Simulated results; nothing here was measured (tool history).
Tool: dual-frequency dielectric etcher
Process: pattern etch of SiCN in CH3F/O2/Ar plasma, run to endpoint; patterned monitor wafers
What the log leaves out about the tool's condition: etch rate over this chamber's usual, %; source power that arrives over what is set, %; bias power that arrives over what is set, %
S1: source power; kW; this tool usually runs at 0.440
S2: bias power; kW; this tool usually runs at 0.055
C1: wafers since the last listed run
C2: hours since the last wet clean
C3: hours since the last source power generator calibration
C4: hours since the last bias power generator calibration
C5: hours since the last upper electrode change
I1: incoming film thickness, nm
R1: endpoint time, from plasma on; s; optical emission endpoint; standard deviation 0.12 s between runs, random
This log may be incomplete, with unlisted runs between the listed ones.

| run | hour | S1 | S2 | C1 | C2 | C3 | C4 | C5 | I1 | R1 |
|---|---|---|---|---|---|---|---|---|---|---|
| 1 | 0.0 | 0.370 | 0.047 | 0 | 90.5 | 1678.2 | 1375.7 | 3077.7 | 7.72 | 24.6 |
| 2 | 40.1 | 0.370 | 0.047 | 570 | 130.6 | 1718.3 | 1415.8 | 3117.8 | 7.73 | 24.7 |
| 3 | 78.7 | 0.480 | 0.055 | 549 | 169.2 | 1756.9 | 1454.4 | 3156.4 | 7.71 | 21.1 |
| 4 | 155.0 | 0.480 | 0.055 | 1086 | 245.5 | 1833.2 | 1530.7 | 3232.7 | 7.61 | 20.9 |
| 5 | 196.1 | 0.480 | 0.055 | 585 | 286.6 | 1874.3 | 1571.8 | 3273.8 | 7.75 | 21.4 |
| 6 | 285.1 | 0.440 | 0.061 | 1267 | 375.6 | 1963.3 | 1660.8 | 3362.8 | 7.69 | 21.4 |
|  | 302.1 | bias power generator calibrated |
|  | 395.3 | wet clean of the chamber |
| 7 | 395.8 | 0.440 | 0.061 | 1177 | 0.5 | 2074.0 | 93.7 | 3473.5 | 7.71 | 21.3 |
| 8 | 477.1 | 0.440 | 0.061 | 1157 | 81.8 | 2155.3 | 175.0 | 3554.8 | 7.69 | 21.3 |
| 9 | 555.5 | 0.380 | 0.055 | 1116 | 160.2 | 2233.7 | 253.4 | 3633.2 | 7.67 | 23.2 |
| 10 | 639.0 | 0.380 | 0.055 | 1188 | 243.7 | 2317.2 | 336.9 | 3716.7 | 7.67 | 23.3 |
| 11 | 695.6 | 0.380 | 0.055 | 805 | 300.3 | 2373.8 | 393.5 | 3773.3 | 7.71 | 23.4 |
| 12 | 739.4 | 0.440 | 0.044 | 623 | 344.1 | 2417.6 | 437.3 | 3817.1 | 7.63 | 23.2 |
|  | 819.1 | upper electrode replaced |
| 13 | 819.6 | 0.440 | 0.051 | 800 | 424.3 | 2497.8 | 517.5 | 0.5 | 7.74 | 22.3 |
| 14 | 872.3 | 0.500 | 0.061 | 750 | 477.0 | 2550.5 | 570.2 | 53.2 | 7.80 | 20.5 |
|  | 897.7 | wet clean of the chamber |
| 15 | 976.5 | 0.500 | 0.061 | 1141 | 78.8 | 2654.7 | 674.4 | 157.4 | 7.69 | 20.2 |
| 16 | 1065.5 | 0.440 | 0.055 | 1267 | 167.8 | 2743.7 | 763.4 | 246.4 | 7.68 | 22.1 |
|  | 1120.8 | source power generator calibrated |
| 17 | 1153.7 | 0.440 | 0.055 | 1198 | 256.0 | 32.9 | 851.6 | 334.6 | 7.77 | 22.6 |
| 18 | 1248.7 | 0.440 | 0.047 | 1352 | 351.0 | 127.9 | 946.6 | 429.6 | 7.72 | 23.3 |
|  | 1337.9 | wet clean of the chamber |
| 19 | 1338.4 | 0.390 | 0.047 | 935 | 0.5 | 217.6 | 1036.3 | 519.3 | 7.64 | 24.2 |
| 20 | 1381.8 | 0.440 | 0.061 | 617 | 43.9 | 261.0 | 1079.7 | 562.7 | 7.70 | 21.6 |
| 21 | 1471.9 | 0.440 | 0.042 | 1282 | 134.0 | 351.1 | 1169.8 | 652.8 | 7.80 | 24.2 |
| 22 | 1545.8 | 0.520 | 0.063 | 1052 | 207.9 | 425.0 | 1243.7 | 726.7 | 7.79 | 20.2 |
| 23 | 1619.7 | 0.370 | 0.047 | 1052 | 281.8 | 498.9 | 1317.6 | 800.6 | 7.65 | 24.6 |
| 24 | 1697.7 | 0.500 | 0.047 | 1110 | 359.8 | 576.9 | 1395.6 | 878.6 | 7.73 | 21.9 |
| 25 | 1734.3 | 0.390 | 0.062 | 521 | 396.4 | 613.5 | 1432.2 | 915.2 | 7.70 | 22.2 |
|  | 1780.5 | wet clean of the chamber |
| 26 | 1807.2 | 0.440 | 0.055 | 696 | 26.7 | 686.4 | 1505.1 | 988.1 | 7.65 | 21.9 |
|  | 1845.6 | bias power generator calibrated |
| 27 | 1913.6 | 0.440 | 0.055 | 1457 | 133.1 | 792.8 | 68.0 | 1094.5 | 7.67 | 21.9 |
| 28 | 1979.8 | 0.510 | 0.067 | 942 | 199.3 | 859.0 | 134.2 | 1160.7 | 7.72 | 19.8 |
| 29 | 2037.8 | 0.540 | 0.067 | 825 | 257.3 | 917.0 | 192.2 | 1218.7 | 7.74 | 19.3 |
| 30 | 2091.2 | 0.440 | 0.055 | 760 | 310.7 | 970.4 | 245.6 | 1272.1 | 7.71 | 22.0 |
| 31 | 2145.4 | 0.520 | 0.069 | 771 | 364.9 | 1024.6 | 299.8 | 1326.3 | 7.71 | 19.4 |
| 32 | 2184.8 | 0.440 | 0.055 | 560 | 404.3 | 1064.0 | 339.2 | 1365.7 | 7.72 | 22.1 |
|  | 2240.4 | wet clean of the chamber |
| 33 | 2287.0 | 0.330 | 0.055 | 1113 | 46.6 | 1166.2 | 441.4 | 1467.9 | 7.69 | 24.9 |
| 34 | 2380.6 | 0.380 | 0.068 | 1332 | 140.2 | 1259.8 | 535.0 | 1561.5 | 7.74 | 22.2 |

Take each entry between the runs: how does the hidden state at the last listed run before it differ from the hidden state at the first listed run after it?
Logged between run 6 and run 7: bias power generator calibrated (hour 302.1); wet clean of the chamber (hour 395.3)
  source power that arrives over what is set, %: 4.15 -> 4.22
  measured less the result without the state, R1: -0.3 -> -0.4 s
Logged between run 12 and run 13: upper electrode replaced (hour 819.1)
  source power that arrives over what is set, %: 4.38 -> 4.41
  measured less the result without the state, R1: -0.4 -> -0.4 s
Logged between run 14 and run 15: wet clean of the chamber (hour 897.7)
  source power that arrives over what is set, %: 4.43 -> 4.47
  measured less the result without the state, R1: -0.4 -> -0.3 s
Logged between run 16 and run 17: source power generator calibrated (hour 1120.8)
  source power that arrives over what is set, %: 4.49 -> -0.154
  measured less the result without the state, R1: -0.4 -> +0.0 s
Logged between run 18 and run 19: wet clean of the chamber (hour 1337.9)
  source power that arrives over what is set, %: 0.356 -> 0.791
  measured less the result without the state, R1: +0.0 -> -0.1 s
Logged between run 25 and run 26: wet clean of the chamber (hour 1780.5)
  source power that arrives over what is set, %: 2.27 -> 2.47
  measured less the result without the state, R1: -0.2 -> -0.2 s
Logged between run 26 and run 27: bias power generator calibrated (hour 1845.6)
  source power that arrives over what is set, %: 2.47 -> 2.75
  measured less the result without the state, R1: -0.2 -> -0.2 s
Logged between run 32 and run 33: wet clean of the chamber (hour 2240.4)
  source power that arrives over what is set, %: 3.31 -> 3.49
  measured less the result without the state, R1: -0.3 -> -0.3 s

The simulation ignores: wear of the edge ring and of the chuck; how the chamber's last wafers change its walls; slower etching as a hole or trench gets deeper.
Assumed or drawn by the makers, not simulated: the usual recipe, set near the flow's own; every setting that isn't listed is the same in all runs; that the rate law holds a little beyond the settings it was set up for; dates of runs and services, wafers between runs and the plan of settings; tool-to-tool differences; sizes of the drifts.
